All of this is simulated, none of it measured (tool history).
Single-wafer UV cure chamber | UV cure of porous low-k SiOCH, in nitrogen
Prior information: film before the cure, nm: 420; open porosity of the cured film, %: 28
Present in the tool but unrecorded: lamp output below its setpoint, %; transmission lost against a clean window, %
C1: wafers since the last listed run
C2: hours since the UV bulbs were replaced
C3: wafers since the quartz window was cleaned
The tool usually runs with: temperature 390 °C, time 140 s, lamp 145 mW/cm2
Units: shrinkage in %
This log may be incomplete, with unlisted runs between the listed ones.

Run 1, hour 0.0: usual settings; C1 0; C2 2201.9; C3 2257. Result: shrinkage 11.020 %.
Run 2, hour 70.1: usual settings; C1 517; C2 2272.0; C3 2774. Result: shrinkage 10.685 %.
Run 3, hour 131.9: usual settings; C1 456; C2 2333.8; C3 3231. Result: shrinkage 10.976 %.
At hour 154.8: quartz window cleaned.
Run 4, hour 189.9: usual settings; C1 369; C2 2391.8; C3 258. Result: shrinkage 11.069 %.
Run 5, hour 238.6: usual settings; C1 359; C2 2440.5; C3 618. Result: shrinkage 10.933 %.
Run 6, hour 400.2: usual settings but time 95 s; C1 1192; C2 2602.1; C3 1811. Result: shrinkage 9.282 %.
Run 7, hour 433.7: usual settings but time 95 s; C1 247; C2 2635.6; C3 2058. Result: shrinkage 9.280 %.
Run 8, hour 466.1: usual settings but time 95 s; C1 239; C2 2668.0; C3 2297. Result: shrinkage 9.254 %.
Run 9, hour 538.1: usual settings but time 120 s; C1 531; C2 2740.0; C3 2829. Result: shrinkage 10.226 %.
Run 10, hour 567.5: usual settings but time 120 s; C1 217; C2 2769.4; C3 3046. Result: shrinkage 10.120 %.
Run 11, hour 601.0: usual settings but time 120 s; C1 247; C2 2802.9; C3 3293. Result: shrinkage 10.093 %.
Run 12, hour 630.7: usual settings but time 85 s; C1 219; C2 2832.6; C3 3512. Result: shrinkage 8.563 %.
At hour 666.7: quartz window cleaned.
Run 13, hour 688.0: usual settings but time 85 s; C1 363; C2 2889.9; C3 157. Result: shrinkage 8.707 %.
Run 14, hour 732.2: usual settings but time 85 s; C1 326; C2 2934.1; C3 483. Result: shrinkage 8.665 %.
Run 15, hour 767.9: usual settings but lamp 115 mW/cm2; C1 263; C2 2969.8; C3 746. Result: shrinkage 9.858 %.
At hour 795.9: UV bulbs replaced.
Run 16, hour 834.5: usual settings; C1 432; C2 38.6; C3 1179. Result: shrinkage 10.975 %.
Run 17, hour 885.4: usual settings; C1 375; C2 89.5; C3 1555. Result: shrinkage 10.844 %.
Run 18, hour 924.5: usual settings; C1 288; C2 128.6; C3 1843. Result: shrinkage 10.976 %.
Run 19, hour 984.3: usual settings but lamp 166 mW/cm2; C1 441; C2 188.4; C3 2285. Result: shrinkage 11.554 %.
Run 20, hour 1017.5: usual settings but lamp 166 mW/cm2; C1 245; C2 221.6; C3 2530. Result: shrinkage 11.490 %.
Run 21, hour 1047.9: usual settings but temperature 400 °C, time 105 s, lamp 129 mW/cm2; C1 224; C2 252.0; C3 2754. Result: shrinkage 9.161 %.
Run 22, hour 1091.2: usual settings; C1 319; C2 295.3; C3 3074. Result: shrinkage 10.825 %.
At hour 1107.7: quartz window cleaned.
Run 23, hour 1116.9: usual settings but temperature 407 °C, time 220 s, lamp 129 mW/cm2; C1 130; C2 321.0; C3 67. Result: shrinkage 12.693 %.
Run 24, hour 1153.4: usual settings; C1 269; C2 357.5; C3 337. Result: shrinkage 10.908 %.
Run 25, hour 1221.9: usual settings but time 210 s, lamp 106 mW/cm2; C1 505; C2 426.0; C3 842. Result: shrinkage 11.162 %.
Run 26, hour 1265.5: usual settings; C1 321; C2 469.6; C3 1164. Result: shrinkage 10.973 %.
Run 27, hour 1315.7: usual settings but temperature 377 °C, time 190 s, lamp 165 mW/cm2; C1 370; C2 519.8; C3 1534. Result: shrinkage 12.458 %.
Run 28, hour 1361.7: usual settings but temperature 375 °C, time 120 s, lamp 107 mW/cm2; C1 339; C2 565.8; C3 1874. Result: shrinkage 8.609 %.
Run 29, hour 1386.8: usual settings but temperature 377 °C, time 110 s, lamp 172 mW/cm2; C1 185; C2 590.9; C3 2059. Result: shrinkage 10.430 %.
Run 30, hour 1443.9: usual settings but temperature 372 °C; C1 421; C2 648.0; C3 2481. Result: shrinkage 10.650 %.
Run 31, hour 1511.1: usual settings but temperature 371 °C, time 210 s; C1 496; C2 715.2; C3 2977. Result: shrinkage 12.330 %.
Run 32, hour 1562.7: usual settings but temperature 373 °C, time 175 s, lamp 125 mW/cm2; C1 380; C2 766.8; C3 3358. Result: shrinkage 11.066 %.
At hour 1590.4: quartz window cleaned.
Run 33, hour 1652.4: usual settings but temperature 409 °C, time 205 s, lamp 175 mW/cm2; C1 603; C2 856.5; C3 457. Result: shrinkage 13.684 %.
Run 34, hour 1692.3: usual settings but temperature 381 °C, lamp 167 mW/cm2; C1 294; C2 896.4; C3 751. Result: shrinkage 11.399 %.
Run 35, hour 1721.3: usual settings but temperature 374 °C, lamp 160 mW/cm2; C1 214; C2 925.4; C3 965. Result: shrinkage 10.999 %.
Run 36, hour 1753.2: usual settings but time 210 s; C1 235; C2 957.3; C3 1201. Result: shrinkage 12.810 %.
Run 37, hour 1845.4: usual settings but temperature 397 °C, time 110 s, lamp 162 mW/cm2; C1 680; C2 1049.5; C3 1881. Result: shrinkage 10.384 %.
Run 38, hour 1887.2: usual settings but temperature 409 °C; C1 308; C2 1091.3; C3 2190. Result: shrinkage 11.131 %.

Estimate the outcome of run 39 from the log above:
Run 39, hour 1928.9: usual settings but temperature 409 °C, lamp 117 mW/cm2; C1 307; C2 1133.0; C3 2498. Result: shrinkage ?.

shrinkage: 10.332 %
Take away the tool's hidden state, keep the run-to-run variation as it was, and the same run would have given shrinkage 10.332 %.
